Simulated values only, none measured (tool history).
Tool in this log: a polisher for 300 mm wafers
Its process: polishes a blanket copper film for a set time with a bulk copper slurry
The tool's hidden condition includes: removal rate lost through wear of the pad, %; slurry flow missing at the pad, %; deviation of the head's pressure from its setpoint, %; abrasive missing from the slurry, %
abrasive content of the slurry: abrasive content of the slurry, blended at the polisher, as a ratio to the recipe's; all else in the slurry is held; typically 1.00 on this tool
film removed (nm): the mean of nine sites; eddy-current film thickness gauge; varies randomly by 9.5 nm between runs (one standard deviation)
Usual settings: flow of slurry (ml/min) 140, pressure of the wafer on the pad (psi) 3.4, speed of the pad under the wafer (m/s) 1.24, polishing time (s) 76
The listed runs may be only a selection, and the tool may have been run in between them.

run    hour  flow of slurry (ml/min)  pressure of the wafer on the pad (psi)  speed of the pad under the wafer (m/s)  abrasive content of the slurry  polishing time (s)  wafers since the last listed run  wafers polished on this pad  hours since the slurry nozzle was cleaned  hours since the head pressure was calibrated  hours since the slurry blender was calibrated  incoming thickness of the incoming film, nm  film removed (nm)
  1     0.0                      140                                     3.4                                    1.24                            1.00                  76                                 0                         1002                                      566.4                                         938.7                                          325.9                                       3021.3              936.2
  2    77.5                      140                                     3.4                                    1.24                            1.00                  76                               683                         1685                                      643.9                                        1016.2                                          403.4                                       3053.7              925.1
      125.6  -- slurry nozzle cleaned
  3   142.6                      140                                     3.4                                    1.24                            1.00                  76                               565                         2251                                       17.0                                        1081.3                                          468.5                                       2981.9              927.9
      164.3  -- head pressure recalibrated
  4   222.8                      140                                     3.1                                    1.24                            1.00                  76                               690                         2941                                       97.2                                          58.5                                          548.7                                       3053.4              830.3
  5   299.6                      140                                     3.1                                    1.24                            1.00                  76                               677                         3619                                      174.0                                         135.3                                          625.5                                       2994.9              819.5
  6   396.5                      140                                     3.1                                    1.24                            1.00                  76                               855                         4474                                      270.9                                         232.2                                          722.4                                       2998.1              807.7
  7   433.9                      140                                     3.4                                    1.24                            1.00                  76                               330                         4804                                      308.3                                         269.6                                          759.8                                       3019.8              872.2
      479.2  -- slurry blender recalibrated
  8   523.3                      140                                     3.4                                    1.50                            1.00                  76                               771                         5575                                      397.7                                         359.0                                           44.1                                       3009.6             1039.6
      595.5  -- worn pad replaced by a new one
  9   596.2                      180                                     3.4                                    1.12                            0.90                  76                               608                            6                                      470.6                                         431.9                                          117.0                                       3020.6              882.0
 10   884.1                       95                                     2.9                                    1.24                            0.80                  53                              2540                         2546                                      758.5                                         719.8                                          404.9                                       3002.9              499.7
      920.5  -- slurry nozzle cleaned
 11   925.8                      140                                     3.4                                    0.96                            1.00                  52                               359                         2906                                        5.3                                         761.5                                          446.6                                       3009.8              544.3
 12   999.6                      140                                     3.4                                    1.00                            1.00                  76                               651                         3557                                       79.1                                         835.3                                          520.4                                       3027.8              794.8
 13  1041.4                      185                                     3.4                                    1.24                            1.00                  76                               368                         3926                                      120.9                                         877.1                                          562.2                                       2992.9              948.0
     1183.9  -- slurry blender recalibrated
 14  1254.2                      140                                     3.4                                    1.36                            1.00                  76                              1860                         5786                                      333.7                                        1089.9                                           70.3                                       3035.1              993.4
 15  1334.5                      140                                     3.4                                    1.24                            1.00                  76                               708                         6495                                      414.0                                        1170.2                                          150.6                                       3055.5              939.0
     1394.8  -- worn pad replaced by a new one
     1399.9  -- head pressure recalibrated
 16  1408.2                      140                                     2.9                                    1.24                            1.15                  93                               597                          101                                      487.7                                           8.3                                          224.3                                       3030.8             1003.5
 17  1507.2                      140                                     3.4                                    1.24                            1.00                  76                               873                          974                                      586.7                                         107.3                                          323.3                                       3030.1              931.4
     1588.1  -- slurry nozzle cleaned
 18  1606.3                      140                                     4.3                                    1.24                            1.00                  76                               865                         1840                                       18.2                                         206.4                                          422.4                                       3053.2             1193.6
 19  1671.9                      140                                     3.4                                    1.42                            1.00                  90                               578                         2419                                       83.8                                         272.0                                          488.0                                       3026.8             1201.3
 20  1774.0                      140                                     3.4                                    1.24                            1.00                  76                               900                         3320                                      185.9                                         374.1                                          590.1                                       3035.2              903.6
     1867.2  -- slurry blender recalibrated
 21  1867.7                      140                                     3.4                                    1.24                            1.00                  76                               809                         4129                                      279.6                                         467.8                                            0.5                                       3025.9              941.4
 22  1929.6                      140                                     3.4                                    1.24                            1.00                  76                               546                         4675                                      341.5                                         529.7                                           62.4                                       2983.6              950.2
 23  1999.0                      140                                     3.4                                    1.24                            1.00                  76                               612                         5288                                      410.9                                         599.1                                          131.8                                       3009.0              943.2
 24  2053.0                      140                                     3.4                                    1.24                            1.00                  76                               476                         5764                                      464.9                                         653.1                                          185.8                                       3016.5              943.0
 25  2158.5                      120                                     4.5                                    0.90                            0.80                  76                               930                         6695                                      570.4                                         758.6                                          291.3                                       3039.5              959.0
     2227.4  -- worn pad replaced by a new one
 26  2245.8                      140                                     3.4                                    1.24                            1.25                  76                               735                          162                                      657.7                                         845.9                                          378.6                                       3000.2              970.8
     2300.7  -- slurry nozzle cleaned
 27  2311.7                      140                                     3.4                                    1.24                            1.00                  76                               572                          735                                       11.0                                         911.8                                          444.5                                       3063.6              921.4
 28  2405.3                      140                                     3.4                                    0.98                            1.00                  76                               825                         1560                                      104.6                                        1005.4                                          538.1                                       3053.9              804.3
 29  2451.3                      165                                     3.4                                    1.24                            1.00                  76                               405                         1966                                      150.6                                        1051.4                                          584.1                                       2981.3              928.6
 30  2534.8                      170                                     2.5                                    0.92                            1.10                  76                               736                         2703                                      234.1                                        1134.9                                          667.6                                       3050.3              587.7

Hidden condition of the tool, last listed run before each entry between runs versus first listed run after:
Runs 2 to 3: slurry nozzle cleaned (hour 125.6)
  abrasive missing from the slurry, %: 12 -> 15.7
  the result without the hidden state subtracted from the measured one, film removed (nm): -19.3 -> -25.5
Runs 3 to 4: head pressure recalibrated (hour 164.3)
  abrasive missing from the slurry, %: 15.7 -> 20.9
  the result without the hidden state subtracted from the measured one, film removed (nm): -25.5 -> -31.3
Runs 7 to 8: slurry blender recalibrated (hour 479.2)
  abrasive missing from the slurry, %: 38.7 -> 4.68
  the result without the hidden state subtracted from the measured one, film removed (nm): -66.5 -> -8.1
Runs 8 to 9: worn pad replaced by a new one (hour 595.5)
  abrasive missing from the slurry, %: 4.68 -> 5.43
  the result without the hidden state subtracted from the measured one, film removed (nm): -8.1 -> -8.0
Runs 10 to 11: slurry nozzle cleaned (hour 920.5)
  abrasive missing from the slurry, %: 15.1 -> 17.4
  the result without the hidden state subtracted from the measured one, film removed (nm): -13.0 -> -16.7
Runs 13 to 14: slurry blender recalibrated (hour 1183.9)
  abrasive missing from the slurry, %: 24.9 -> 1.68
  the result without the hidden state subtracted from the measured one, film removed (nm): -43.3 -> -2.7
Runs 15 to 16: worn pad replaced by a new one (hour 1394.8); head pressure recalibrated (hour 1399.9)
  abrasive missing from the slurry, %: 2.82 -> 4.59
  the result without the hidden state subtracted from the measured one, film removed (nm): -4.4 -> -7.8
Runs 17 to 18: slurry nozzle cleaned (hour 1588.1)
  abrasive missing from the slurry, %: 8.08 -> 12.8
  the result without the hidden state subtracted from the measured one, film removed (nm): -12.8 -> -26.5
Runs 20 to 21: slurry blender recalibrated (hour 1867.2)
  abrasive missing from the slurry, %: 23.7 -> 1.29
  the result without the hidden state subtracted from the measured one, film removed (nm): -39.2 -> -2.1
Runs 25 to 26: worn pad replaced by a new one (hour 2227.4)
  abrasive missing from the slurry, %: 6.75 -> 10.5
  the result without the hidden state subtracted from the measured one, film removed (nm): -10.7 -> -17.8
Runs 26 to 27: slurry nozzle cleaned (hour 2300.7)
  abrasive missing from the slurry, %: 10.5 -> 14
  the result without the hidden state subtracted from the measured one, film removed (nm): -17.8 -> -22.5
